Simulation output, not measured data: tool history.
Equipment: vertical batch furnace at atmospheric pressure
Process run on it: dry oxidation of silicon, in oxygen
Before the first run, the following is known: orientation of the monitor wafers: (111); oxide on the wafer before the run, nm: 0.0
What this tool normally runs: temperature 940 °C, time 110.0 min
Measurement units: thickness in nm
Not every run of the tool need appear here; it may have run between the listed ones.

run,hour,temperature,time,"read-back reference wafer on the same gauge, thickness",thickness
1,0.0,940,136.5,64.59,74.82
2,19.0,940,136.5,64.63,74.89
3,33.5,940,136.5,64.62,74.64
4,44.3,940,110.0,64.59,64.45
5,61.0,940,110.0,64.66,64.42
6,84.8,940,110.0,64.60,64.68
7,99.9,940,110.0,64.60,64.65
# hour 101.7: gauge calibrated
8,119.1,940,110.0,64.54,64.59
9,130.1,940,110.0,64.61,64.56
# hour 156.9: boat lift adjusted
# hour 176.2: thermocouples replaced and temperature profile calibrated
10,176.7,940,110.0,64.61,62.27
11,182.7,917,55.5,64.59,31.36
12,188.7,964,67.0,64.60,54.06
13,194.6,927,110.0,64.60,55.70
14,208.7,919,71.0,64.62,38.03
15,217.7,953,130.0,64.59,77.65
16,231.7,940,110.0,64.61,62.27
17,278.0,940,110.0,64.57,62.49
# hour 285.8: gauge calibrated
18,294.5,940,164.5,64.59,82.33

A few steps of thickness between consecutive runs. Split each: what settings, incoming material and random variation would produce without the hidden state, and what is left over for the hidden state, along with gauge scatter present in only one of the two compared results (measured, and without hidden state):
Hidden state at play: true tube temperature minus thermocouple reading, K; monitor wafer colder than the profiled boat position, K; gauge reads high (%).
Run 9 -> 10: boat lift adjusted, thermocouples replaced and temperature profile calibrated. thickness -2.29 nm: hidden state -2.29, all else +0.00.
Run 14 -> 15: temperature 919 -> 953, time 71.0 -> 130.0. thickness +39.62 nm: hidden state +0.29, all else +39.33.
